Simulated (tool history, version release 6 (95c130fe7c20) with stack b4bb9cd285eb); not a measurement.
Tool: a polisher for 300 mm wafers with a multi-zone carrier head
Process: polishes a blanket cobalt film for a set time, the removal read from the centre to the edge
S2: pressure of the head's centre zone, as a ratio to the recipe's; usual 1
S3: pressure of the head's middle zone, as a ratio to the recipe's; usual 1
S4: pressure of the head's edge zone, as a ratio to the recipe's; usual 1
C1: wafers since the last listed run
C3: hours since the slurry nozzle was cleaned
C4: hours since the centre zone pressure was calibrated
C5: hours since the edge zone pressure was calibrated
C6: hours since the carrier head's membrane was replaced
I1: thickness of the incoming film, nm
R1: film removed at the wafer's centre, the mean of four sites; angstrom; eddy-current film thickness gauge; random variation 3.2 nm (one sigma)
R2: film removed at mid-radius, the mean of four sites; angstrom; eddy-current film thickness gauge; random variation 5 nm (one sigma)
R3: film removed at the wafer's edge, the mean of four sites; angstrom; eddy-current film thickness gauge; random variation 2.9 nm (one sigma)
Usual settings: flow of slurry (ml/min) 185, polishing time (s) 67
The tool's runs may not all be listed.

{"run": 1, "day": 0.0, "flow of slurry (ml/min)": 185, "S2": 0.94, "S3": 1, "S4": 1, "polishing time (s)": 67, "C1": 0, "wafers polished on this pad": 773, "C3": 172.5, "C4": 229, "C5": 909.4, "C6": 133.3, "I1": 1316.9, "R1": 3162, "R2": 3391, "R3": 3326}
{"run": 2, "day": 6.125, "flow of slurry (ml/min)": 185, "S2": 0.94, "S3": 1, "S4": 1, "polishing time (s)": 67, "C1": 1481, "wafers polished on this pad": 2254, "C3": 319.5, "C4": 376, "C5": 1056.4, "C6": 280.3, "I1": 1329.6, "R1": 2961, "R2": 3198, "R3": 3192}
{"day": 8.196, "done": "worn pad replaced by a new one"}
{"run": 3, "day": 8.846, "flow of slurry (ml/min)": 185, "S2": 0.94, "S3": 1, "S4": 1, "polishing time (s)": 67, "C1": 617, "wafers polished on this pad": 157, "C3": 384.8, "C4": 441.3, "C5": 1121.7, "C6": 345.6, "I1": 1324.8, "R1": 3264, "R2": 3455, "R3": 3477}
{"run": 4, "day": 12.396, "flow of slurry (ml/min)": 185, "S2": 1, "S3": 1, "S4": 1, "polishing time (s)": 67, "C1": 858, "wafers polished on this pad": 1015, "C3": 470, "C4": 526.5, "C5": 1206.9, "C6": 430.8, "I1": 1339.3, "R1": 3373, "R2": 3303, "R3": 3358}
{"day": 14.762, "done": "slurry nozzle cleaned"}
{"run": 5, "day": 16.517, "flow of slurry (ml/min)": 185, "S2": 1, "S3": 1, "S4": 1, "polishing time (s)": 67, "C1": 986, "wafers polished on this pad": 2002, "C3": 42.1, "C4": 625.4, "C5": 1305.8, "C6": 529.7, "I1": 1341.5, "R1": 3183, "R2": 3161, "R3": 3154}
{"day": 18.621, "done": "worn pad replaced by a new one"}
{"run": 6, "day": 18.975, "flow of slurry (ml/min)": 185, "S2": 1, "S3": 1, "S4": 1, "polishing time (s)": 52, "C1": 554, "wafers polished on this pad": 85, "C3": 101.1, "C4": 684.4, "C5": 1364.8, "C6": 588.7, "I1": 1309.5, "R1": 2729, "R2": 2702, "R3": 2727}
{"run": 7, "day": 21.825, "flow of slurry (ml/min)": 220, "S2": 1, "S3": 1, "S4": 1, "polishing time (s)": 82, "C1": 689, "wafers polished on this pad": 774, "C3": 169.5, "C4": 752.8, "C5": 1433.2, "C6": 657.1, "I1": 1312.3, "R1": 4203, "R2": 4267, "R3": 4214}
{"day": 22.692, "done": "edge zone pressure recalibrated"}
{"run": 8, "day": 23.946, "flow of slurry (ml/min)": 185, "S2": 1, "S3": 1.04, "S4": 1, "polishing time (s)": 67, "C1": 492, "wafers polished on this pad": 1267, "C3": 220.4, "C4": 803.7, "C5": 30.1, "C6": 708, "I1": 1308.7, "R1": 3336, "R2": 3376, "R3": 3333}
{"run": 9, "day": 28.254, "flow of slurry (ml/min)": 185, "S2": 1.1, "S3": 1.11, "S4": 0.9, "polishing time (s)": 80, "C1": 1041, "wafers polished on this pad": 2308, "C3": 323.8, "C4": 907.1, "C5": 133.5, "C6": 811.4, "I1": 1303.5, "R1": 4057, "R2": 4105, "R3": 3607}
{"day": 29.833, "done": "worn pad replaced by a new one"}
{"day": 34.883, "done": "centre zone pressure recalibrated"}
{"run": 10, "day": 36.788, "flow of slurry (ml/min)": 225, "S2": 0.95, "S3": 1, "S4": 1, "polishing time (s)": 87, "C1": 2003, "wafers polished on this pad": 1661, "C3": 528.6, "C4": 45.7, "C5": 338.3, "C6": 1016.2, "I1": 1344.5, "R1": 4163, "R2": 4439, "R3": 4223}
{"day": 37.475, "done": "slurry nozzle cleaned"}
{"run": 11, "day": 38.408, "flow of slurry (ml/min)": 245, "S2": 0.96, "S3": 1.1, "S4": 0.95, "polishing time (s)": 67, "C1": 381, "wafers polished on this pad": 2042, "C3": 22.4, "C4": 84.6, "C5": 377.2, "C6": 1055.1, "I1": 1315.1, "R1": 3260, "R2": 3525, "R3": 3172}
{"day": 39.946, "done": "worn pad replaced by a new one"}
{"day": 41.8, "done": "carrier head's membrane replaced by a new one"}
{"run": 12, "day": 42.762, "flow of slurry (ml/min)": 185, "S2": 1, "S3": 1, "S4": 1, "polishing time (s)": 67, "C1": 962, "wafers polished on this pad": 630, "C3": 126.9, "C4": 189.1, "C5": 481.7, "C6": 23.1, "I1": 1335.7, "R1": 3385, "R2": 3456, "R3": 3401}
{"run": 13, "day": 47.062, "flow of slurry (ml/min)": 185, "S2": 1, "S3": 0.93, "S4": 0.92, "polishing time (s)": 78, "C1": 1039, "wafers polished on this pad": 1670, "C3": 230.1, "C4": 292.3, "C5": 584.9, "C6": 126.3, "I1": 1343.8, "R1": 3784, "R2": 3593, "R3": 3594}

Forecast run 14:
{"run": 14, "day": 50.412, "flow of slurry (ml/min)": 185, "S2": 1, "S3": 1, "S4": 1, "polishing time (s)": 77, "C1": 810, "wafers polished on this pad": 2480, "C3": 310.5, "C4": 372.7, "C5": 665.3, "C6": 206.7, "I1": 1337.3, "R1": "?", "R2": "?", "R3": "?"}

{"run 14": {"R1": 3565, "R2": 3607, "R3": 3608}}
Without the tool's hidden state the same run would have given R1 4006 angstrom, R2 4053 angstrom, R3 4054 angstrom.
